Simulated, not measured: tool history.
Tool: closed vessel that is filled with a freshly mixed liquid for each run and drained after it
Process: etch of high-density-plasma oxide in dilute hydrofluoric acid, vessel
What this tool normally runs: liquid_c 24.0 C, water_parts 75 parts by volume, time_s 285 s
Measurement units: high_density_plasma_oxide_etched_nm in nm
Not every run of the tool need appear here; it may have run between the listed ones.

run	hour	liquid_c	water_parts	time_s	read-back film thickness of the high-density-plasma oxide reference wafer, read on the same gauge (nm)	high_density_plasma_oxide_etched_nm
1	0.0	26.0	75	285	79.99	26.86
2	40.0	26.0	75	285	80.00	27.05
3	101.4	24.0	75	285	80.01	25.09
4	139.5	24.0	75	285	79.98	24.89
# hour 159.2: thermometer replaced
5	198.8	24.0	75	285	80.00	24.94
6	224.4	24.0	75	400	79.99	35.04
7	285.5	24.0	75	285	80.01	24.74
8	340.4	24.0	75	285	80.02	25.20
9	473.9	24.0	75	285	80.01	25.18
10	541.5	24.0	75	285	79.97	25.24
11	606.7	21.0	100	140	79.99	7.92
12	638.0	24.0	75	285	80.01	25.58
13	666.3	24.0	40	385	80.00	68.22
# hour 675.8: gauge calibrated
14	738.2	24.0	75	285	80.00	25.83
15	794.6	28.5	110	190	80.02	13.34
16	842.9	26.0	60	210	79.98	26.01
# hour 898.4: thermometer replaced
17	908.4	19.5	45	285	80.01	36.45
18	938.1	21.0	90	160	80.01	10.36
19	999.2	24.0	75	285	79.99	25.78
20	1025.4	29.0	95	335	80.01	28.37
21	1052.6	24.0	75	285	79.99	25.45
22	1087.0	24.0	75	195	80.00	17.55

Run 23 comes next. What will it give?
23	1151.4	24.0	75	180	?	?

read-back film thickness of the high-density-plasma oxide reference wafer, read on the same gauge (nm): 79.99
high_density_plasma_oxide_etched_nm: 16.24 nm
With no hidden state in the tool, this same run would have given high_density_plasma_oxide_etched_nm 15.52 nm.
